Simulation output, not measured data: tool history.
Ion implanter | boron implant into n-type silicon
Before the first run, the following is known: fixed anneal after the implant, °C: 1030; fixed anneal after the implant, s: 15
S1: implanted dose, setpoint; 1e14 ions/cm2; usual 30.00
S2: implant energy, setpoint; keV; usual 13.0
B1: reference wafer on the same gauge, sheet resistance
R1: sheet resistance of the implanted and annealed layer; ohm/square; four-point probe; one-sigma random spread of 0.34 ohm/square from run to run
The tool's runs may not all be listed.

run,day,S1,S2,B1,R1
1,0.000,30.00,13.0,89.27,75.74
2,2.892,30.00,13.0,89.24,75.80
3,4.967,30.00,13.0,89.09,75.61
4,7.583,32.94,13.0,89.19,74.96
5,10.933,32.94,13.0,89.16,74.25
6,12.233,30.00,10.5,89.16,85.50
7,14.950,30.00,13.0,89.12,75.45
8,17.917,30.00,13.0,89.15,75.13
9,19.296,30.00,13.0,89.07,75.83
# day 20.329: Faraday cup replaced and dose calibrated
10,21.625,30.00,13.0,89.29,75.00
11,23.608,30.00,13.0,89.28,74.93
12,25.108,30.00,15.0,89.19,69.49
# day 26.946: extraction supply calibrated
13,27.996,30.00,15.0,89.26,70.88
14,29.950,30.00,13.0,89.14,76.28
15,32.629,33.05,13.0,89.21,75.71
16,34.133,23.18,9.0,89.26,98.44
17,36.958,37.69,13.0,89.12,74.78
# day 38.100: gauge calibrated
18,39.071,36.76,16.5,89.36,64.83
19,40.500,24.31,9.0,89.13,97.90
20,43.108,23.66,13.0,89.14,80.93
21,45.817,25.29,15.5,89.10,73.14
22,46.854,25.93,10.5,89.34,88.76
23,49.483,30.00,13.0,89.16,76.89
24,52.000,36.03,9.5,89.22,89.88
25,54.992,30.00,11.0,89.30,83.02
26,56.875,37.06,17.5,89.26,62.15
27,59.446,30.00,11.5,89.10,80.93
28,62.117,36.09,13.0,89.27,73.68
29,64.050,36.45,13.0,89.22,73.46
30,65.771,30.00,13.0,89.01,75.63
31,68.062,30.00,13.0,89.06,75.81
32,69.888,38.10,17.5,89.18,61.98
33,71.333,36.07,17.5,89.33,62.52
34,72.450,32.48,13.0,89.17,74.66

Expected results for the next run?
35,74.933,26.86,13.0,?,?

{"run 35": {"B1": 89.36, "R1": 77.85}}
On a tool with no hidden condition, and with the same random variation, this run would have come out at R1 79.16 ohm/square.
